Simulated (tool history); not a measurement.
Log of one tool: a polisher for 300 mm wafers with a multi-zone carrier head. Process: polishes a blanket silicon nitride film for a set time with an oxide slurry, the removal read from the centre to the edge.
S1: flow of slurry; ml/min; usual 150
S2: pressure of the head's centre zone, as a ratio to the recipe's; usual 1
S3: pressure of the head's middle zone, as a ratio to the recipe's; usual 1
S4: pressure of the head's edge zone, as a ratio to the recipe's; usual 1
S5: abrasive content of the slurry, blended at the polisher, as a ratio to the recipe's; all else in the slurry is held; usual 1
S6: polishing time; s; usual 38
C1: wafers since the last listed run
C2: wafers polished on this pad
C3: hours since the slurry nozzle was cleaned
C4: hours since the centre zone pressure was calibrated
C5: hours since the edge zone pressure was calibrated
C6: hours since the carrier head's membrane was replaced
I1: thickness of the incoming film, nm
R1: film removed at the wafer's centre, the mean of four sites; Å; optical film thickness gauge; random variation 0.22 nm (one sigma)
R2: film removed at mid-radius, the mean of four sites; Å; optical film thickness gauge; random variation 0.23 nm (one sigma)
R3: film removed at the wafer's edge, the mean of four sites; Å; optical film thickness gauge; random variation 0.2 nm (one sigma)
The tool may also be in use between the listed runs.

run	hour	S1	S2	S3	S4	S5	S6	C1	C2	C3	C4	C5	C6	I1	R1	R2	R3
1	0	150	1	1	1	1	38	0	132	218.7	477	103	1420.4	279	191	187	193
2	44.9	150	1	1	1	1	38	514	646	263.6	521.9	147.9	1465.3	279.3	190	191	195
3	88.5	150	1	1	1.1	1	38	499	1145	307.2	565.5	191.5	1508.9	276.1	183	185	198
4	144.4	150	1	1	1	1	38	640	1786	363.1	621.4	247.4	1564.8	281.8	183	188	192
# hour 177.6: worn pad replaced by a new one
5	192.5	150	1	1	1	1	38	505	170	411.2	669.5	295.5	1612.9	283.8	182	184	190
6	222	150	1	1	1	1	38	337	508	440.7	699	325	1642.4	282.4	184	186	191
7	248.4	150	1	1	1	1	38	302	810	467.1	725.4	351.4	1668.8	282.8	186	183	187
8	284.7	150	1	1	1	1	38	415	1226	503.4	761.7	387.7	1705.1	279.3	186	181	186
9	316.7	150	1	1	1	1	38	366	1592	535.4	793.7	419.7	1737.1	275.5	178	181	185
# hour 357.1: worn pad replaced by a new one
10	381.3	150	1	1	1	1	38	694	276	600	858.3	484.3	1801.7	281.6	176	178	186
# hour 384.4: centre zone pressure recalibrated
11	424.7	150	1	1	1	1	38	474	751	643.4	40.3	527.7	1845.1	281.5	171	180	182
# hour 454.6: slurry nozzle cleaned
12	457	150	1	1	0.93	1	38	358	1109	2.4	72.6	560	1877.4	277.2	187	189	186
13	518.7	150	1	1	1	1	38	706	1816	64.1	134.3	621.7	1939.1	275.7	186	189	189
# hour 524.9: worn pad replaced by a new one
# hour 530.1: edge zone pressure recalibrated
14	583.1	150	1	1	1.1	1	38	668	644	128.5	198.7	53	2003.5	282	186	184	202
# hour 611.9: carrier head's membrane replaced by a new one
15	619.8	150	1	1	1	1	38	363	1007	165.2	235.4	89.7	7.9	282.2	187	190	193
16	664.1	150	1	1	1.09	1	38	507	1514	209.5	279.7	134	52.2	275.8	186	189	196
# hour 721: worn pad replaced by a new one
17	721.5	165	1.04	0.95	1	1	38	611	5	266.9	337.1	191.4	109.6	276.9	200	182	197
18	748.8	180	1	1	1	1.3	45	312	317	294.2	364.4	218.7	136.9	281.6	258	261	258
19	777.6	150	1	1	1.12	1	30	329	647	323	393.2	247.5	165.7	276.7	141	146	158
20	837	135	1	1	1	1	45	680	1328	382.4	452.6	306.9	225.1	276.6	210	214	218
# hour 884.7: worn pad replaced by a new one
21	900.8	150	1	1	1	1	38	685	184	446.2	516.4	370.7	288.9	281	180	180	193
22	947.7	180	0.92	1	1	1	38	537	721	493.1	563.3	417.6	335.8	280	171	186	192

Some steps in R1 between neighbouring runs. How much of each would the tool show without its hidden state too (settings, what came in, random variation), and how much is left for the hidden state, with any gauge scatter that isn't in both results?
The hidden state here: removal rate lost through wear of the pad, %; slurry flow missing at the pad, %; deviation of the centre zone's pressure from its setpoint, %; deviation of the edge zone's pressure from its setpoint, %.
Run 11 -> 12: S4 1 -> 0.93, slurry nozzle cleaned. R1 +16 Å: hidden state +13, all else +3.
Run 18 -> 19: S1 180 -> 150, S4 1 -> 1.12, S5 1.3 -> 1, S6 45 -> 30. R1 -117 Å: hidden state +2, all else -119.
Run 19 -> 20: S1 150 -> 135, S4 1.12 -> 1, S6 30 -> 45. R1 +69 Å: hidden state -5, all else +74.
